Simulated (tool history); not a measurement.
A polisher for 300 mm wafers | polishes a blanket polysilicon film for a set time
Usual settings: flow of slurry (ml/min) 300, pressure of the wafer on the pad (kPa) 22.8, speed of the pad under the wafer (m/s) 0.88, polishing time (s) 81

| run | hour | flow of slurry (ml/min) | pressure of the wafer on the pad (kPa) | speed of the pad under the wafer (m/s) | polishing time (s) | wafers since the last listed run | wafers polished on this pad | hours since the slurry nozzle was cleaned | hours since the head pressure was calibrated | incoming thickness of the incoming film, nm | film removed (Å) |
|---|---|---|---|---|---|---|---|---|---|---|---|
| 1 | 0 | 300 | 22.8 | 0.88 | 81 | 0 | 1811 | 296.2 | 505.1 | 2064.7 | 7919 |
| 2 | 46.7 | 300 | 22.8 | 0.88 | 81 | 436 | 2247 | 342.9 | 551.8 | 2119.4 | 7929 |
| 3 | 72.8 | 335 | 22.8 | 0.88 | 97 | 243 | 2490 | 369 | 577.9 | 2081.4 | 9559 |
| 4 | 133.2 | 335 | 22.8 | 0.88 | 97 | 564 | 3055 | 429.4 | 638.3 | 2109.6 | 9718 |
| 5 | 163.3 | 300 | 22.8 | 0.88 | 81 | 281 | 3336 | 459.5 | 668.4 | 2114.2 | 7850 |
| 6 | 191.7 | 300 | 22.8 | 0.88 | 81 | 265 | 3601 | 487.9 | 696.8 | 2138.1 | 7864 |
| 7 | 245.8 | 300 | 22.8 | 0.88 | 81 | 505 | 4106 | 542 | 750.9 | 2126.5 | 7869 |
|  | 279.7 | head pressure recalibrated |
|  | 300.3 | worn pad replaced by a new one |
| 8 | 300.8 | 300 | 22.8 | 0.88 | 81 | 457 | 4 | 597 | 21.1 | 2096.1 | 7817 |
| 9 | 332.5 | 300 | 22.8 | 0.88 | 81 | 296 | 300 | 628.7 | 52.8 | 2125.6 | 7792 |
| 10 | 377.3 | 300 | 22.8 | 0.88 | 81 | 418 | 718 | 673.5 | 97.6 | 2112.7 | 7814 |
| 11 | 431.4 | 300 | 22.8 | 0.88 | 81 | 505 | 1224 | 727.6 | 151.7 | 2094.1 | 7703 |
|  | 476.6 | slurry nozzle cleaned |
| 12 | 499.7 | 300 | 22.8 | 0.88 | 81 | 628 | 1852 | 23.1 | 220 | 2097.6 | 7474 |
| 13 | 538.1 | 300 | 22.8 | 0.88 | 81 | 358 | 2211 | 61.5 | 258.4 | 2112.8 | 7370 |
| 14 | 586.2 | 300 | 17.2 | 0.88 | 81 | 449 | 2660 | 109.6 | 306.5 | 2068.8 | 5587 |
| 15 | 634.6 | 300 | 17.2 | 0.88 | 81 | 452 | 3112 | 158 | 354.9 | 2101.7 | 5608 |
| 16 | 704.1 | 300 | 22.8 | 0.88 | 81 | 649 | 3761 | 227.5 | 424.4 | 2142.8 | 7298 |
| 17 | 761.2 | 300 | 22.8 | 0.88 | 81 | 533 | 4295 | 284.6 | 481.5 | 2117.8 | 7307 |
|  | 805.5 | worn pad replaced by a new one |
| 18 | 823.1 | 300 | 22.8 | 0.68 | 81 | 540 | 164 | 346.5 | 543.4 | 2107.3 | 6111 |
|  | 831.4 | slurry nozzle cleaned, repeated, since the last time left the tool worse |
| 19 | 864.3 | 300 | 29.6 | 0.88 | 81 | 375 | 540 | 32.9 | 584.6 | 2099.1 | 10371 |
| 20 | 932.8 | 300 | 19.3 | 0.88 | 81 | 639 | 1179 | 101.4 | 653.1 | 2095.5 | 6719 |
| 21 | 985.5 | 200 | 18.6 | 0.96 | 81 | 492 | 1672 | 154.1 | 705.8 | 2063.9 | 6536 |
| 22 | 1015.4 | 375 | 15.2 | 0.88 | 105 | 279 | 1951 | 184 | 735.7 | 2116.7 | 7028 |
|  | 1055 | head pressure recalibrated |
| 23 | 1055.5 | 240 | 28.3 | 0.7 | 98 | 355 | 2307 | 224.1 | 0.5 | 2073.6 | 9884 |
| 24 | 1111.1 | 300 | 22.8 | 0.88 | 81 | 519 | 2826 | 279.7 | 56.1 | 2120.2 | 7992 |
| 25 | 1143.5 | 300 | 22.8 | 0.88 | 81 | 302 | 3129 | 312.1 | 88.5 | 2117.2 | 7888 |
| 26 | 1205.9 | 300 | 19.3 | 0.88 | 81 | 582 | 3712 | 374.5 | 150.9 | 2138.1 | 6825 |
|  | 1210.2 | worn pad replaced by a new one |
| 27 | 1230.2 | 215 | 27.6 | 1.08 | 72 | 189 | 186 | 398.8 | 175.2 | 2110 | 9522 |
| 28 | 1280.2 | 300 | 22.8 | 0.88 | 100 | 467 | 653 | 448.8 | 225.2 | 2098.9 | 9683 |
| 29 | 1348 | 300 | 18.6 | 0.88 | 88 | 633 | 1286 | 516.6 | 293 | 2103.5 | 6949 |
| 30 | 1402.6 | 300 | 20 | 0.78 | 66 | 509 | 1796 | 571.2 | 347.6 | 2099.8 | 5152 |
| 31 | 1606.2 | 300 | 22.8 | 0.88 | 81 | 1901 | 3698 | 774.8 | 551.2 | 2064 | 7607 |
|  | 1613.8 | slurry nozzle cleaned |
| 32 | 1652.1 | 335 | 22.8 | 0.88 | 97 | 419 | 4118 | 38.3 | 597.1 | 2120.1 | 9561 |
| 33 | 1681.2 | 300 | 22.8 | 0.88 | 81 | 271 | 4389 | 67.4 | 626.2 | 2087 | 7995 |
| 34 | 1706.7 | 300 | 22.8 | 0.88 | 81 | 238 | 4628 | 92.9 | 651.7 | 2083.7 | 7922 |
|  | 1734.8 | worn pad replaced by a new one |
| 35 | 1748.2 | 300 | 28.3 | 0.7 | 81 | 350 | 125 | 134.4 | 693.2 | 2086.5 | 8392 |
| 36 | 1808.8 | 300 | 22.8 | 0.88 | 63 | 566 | 691 | 195 | 753.8 | 2100.3 | 6165 |
| 37 | 1866.2 | 300 | 22.8 | 0.88 | 54 | 536 | 1227 | 252.4 | 811.2 | 2111.4 | 5288 |
|  | 1884.9 | head pressure recalibrated |
| 38 | 1925.3 | 230 | 22.8 | 0.76 | 81 | 533 | 1760 | 311.5 | 40.4 | 2119 | 6920 |

Hidden state at the last listed run before each entry between runs and at the first one after, where it differs:
Logged between run 7 and run 8: head pressure recalibrated (hour 279.7); worn pad replaced by a new one (hour 300.3)
  slurry flow missing at the pad, %: 13.1 -> 15.7
  measured minus no-state result, film removed (Å): -119 -> -147
Logged between run 11 and run 12: slurry nozzle cleaned (hour 476.6)
  slurry flow missing at the pad, %: 23 -> 41.2
  measured minus no-state result, film removed (Å): -235 -> -567
Logged between run 17 and run 18: worn pad replaced by a new one (hour 805.5)
  slurry flow missing at the pad, %: 44.6 -> 46.3
  measured minus no-state result, film removed (Å): -646 -> -581
Logged between run 18 and run 19: slurry nozzle cleaned, repeated, since the last time left the tool worse (hour 831.4)
  slurry flow missing at the pad, %: 46.3 -> 0.675
  measured minus no-state result, film removed (Å): -581 -> -7
Logged between run 22 and run 23: head pressure recalibrated (hour 1055)
  slurry flow missing at the pad, %: 2.05 -> 2.74
  measured minus no-state result, film removed (Å): -12 -> -35
Logged between run 26 and run 27: worn pad replaced by a new one (hour 1210.2)
  slurry flow missing at the pad, %: 6.51 -> 7.3
  measured minus no-state result, film removed (Å): -47 -> -106
Logged between run 31 and run 32: slurry nozzle cleaned (hour 1613.8)
  slurry flow missing at the pad, %: 25.8 -> 0.192
  measured minus no-state result, film removed (Å): -273 -> -2
Logged between run 34 and run 35: worn pad replaced by a new one (hour 1734.8)
  slurry flow missing at the pad, %: 0.492 -> 0.888
  measured minus no-state result, film removed (Å): -4 -> -8
Logged between run 37 and run 38: head pressure recalibrated (hour 1884.9)
  slurry flow missing at the pad, %: 2.8 -> 4.2
  measured minus no-state result, film removed (Å): -15 -> -39
